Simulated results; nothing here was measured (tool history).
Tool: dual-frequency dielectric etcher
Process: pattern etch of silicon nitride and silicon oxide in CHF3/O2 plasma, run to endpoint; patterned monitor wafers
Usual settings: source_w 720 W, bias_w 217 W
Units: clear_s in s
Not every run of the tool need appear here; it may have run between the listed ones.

| run | day | source_w | bias_w | incoming incoming film thickness, nm | clear_s |
|---|---|---|---|---|---|
| 1 | 0.000 | 720 | 217 | 300.9 | 174.3 |
|  | 1.258 | wet clean of the chamber |
| 2 | 3.517 | 840 | 174 | 298.8 | 183.4 |
| 3 | 7.154 | 640 | 188 | 299.4 | 192.0 |
| 4 | 9.592 | 720 | 217 | 298.2 | 174.0 |
| 5 | 11.492 | 720 | 217 | 300.0 | 174.7 |
| 6 | 13.729 | 720 | 217 | 298.7 | 175.5 |
| 7 | 16.788 | 810 | 217 | 296.9 | 169.1 |
| 8 | 20.354 | 810 | 217 | 302.5 | 171.3 |
| 9 | 23.112 | 720 | 217 | 299.5 | 176.1 |
|  | 32.333 | wet clean of the chamber |
| 10 | 33.867 | 720 | 217 | 298.6 | 175.9 |
| 11 | 37.417 | 760 | 194 | 297.9 | 179.2 |
| 12 | 39.683 | 620 | 185 | 298.3 | 196.3 |
| 13 | 41.383 | 800 | 231 | 299.7 | 166.0 |
| 14 | 42.925 | 810 | 268 | 297.7 | 154.5 |
| 15 | 46.504 | 850 | 217 | 300.8 | 167.7 |
| 16 | 48.096 | 890 | 167 | 299.0 | 184.9 |
| 17 | 51.233 | 720 | 217 | 294.6 | 174.3 |
| 18 | 54.342 | 870 | 217 | 302.2 | 167.8 |
| 19 | 56.000 | 810 | 242 | 297.3 | 161.7 |
|  | 57.471 | source power generator calibrated |
| 20 | 57.729 | 880 | 169 | 304.1 | 190.4 |
|  | 60.617 | bias power generator calibrated |
|  | 65.021 | upper electrode replaced |
|  | 65.704 | wet clean of the chamber |
| 21 | 65.725 | 660 | 168 | 300.3 | 202.6 |
| 22 | 69.062 | 720 | 217 | 294.8 | 172.2 |
| 23 | 71.312 | 640 | 201 | 299.0 | 186.2 |
| 24 | 81.517 | 900 | 166 | 300.9 | 183.6 |
| 25 | 85.533 | 840 | 217 | 298.2 | 165.4 |
| 26 | 88.971 | 720 | 217 | 296.5 | 173.2 |
| 27 | 92.042 | 720 | 217 | 298.2 | 173.5 |
| 28 | 95.612 | 720 | 217 | 296.6 | 171.9 |
| 29 | 97.217 | 720 | 263 | 296.7 | 158.4 |
|  | 98.404 | wet clean of the chamber |
| 30 | 101.092 | 720 | 233 | 297.8 | 167.5 |
| 31 | 103.638 | 880 | 231 | 304.1 | 162.1 |
| 32 | 106.571 | 830 | 263 | 300.4 | 154.5 |
| 33 | 108.342 | 720 | 184 | 300.6 | 188.3 |
| 34 | 112.017 | 600 | 244 | 296.9 | 172.5 |

Alternative continuations, all from the tool just after run 34; predict every row:
| A | 112.038 | 790 | 217 | 297.7 | ? |
| B | 112.038 | 560 | 197 | 297.7 | ? |
| C | 112.038 | 840 | 232 | 297.7 | ? |
| D | 112.038 | 830 | 217 | 297.7 | ? |
| E | 112.038 | 890 | 243 | 297.7 | ? |

| run | clear_s |
|---|---|
| A | 168.5 |
| B | 194.2 |
| C | 160.7 |
| D | 166.0 |
| E | 154.8 |
What these runs would have given with no unlogged condition in the tool:
| run | clear_s |
|---|---|
| A | 169.1 |
| B | 194.9 |
| C | 161.3 |
| D | 166.6 |
| E | 155.3 |

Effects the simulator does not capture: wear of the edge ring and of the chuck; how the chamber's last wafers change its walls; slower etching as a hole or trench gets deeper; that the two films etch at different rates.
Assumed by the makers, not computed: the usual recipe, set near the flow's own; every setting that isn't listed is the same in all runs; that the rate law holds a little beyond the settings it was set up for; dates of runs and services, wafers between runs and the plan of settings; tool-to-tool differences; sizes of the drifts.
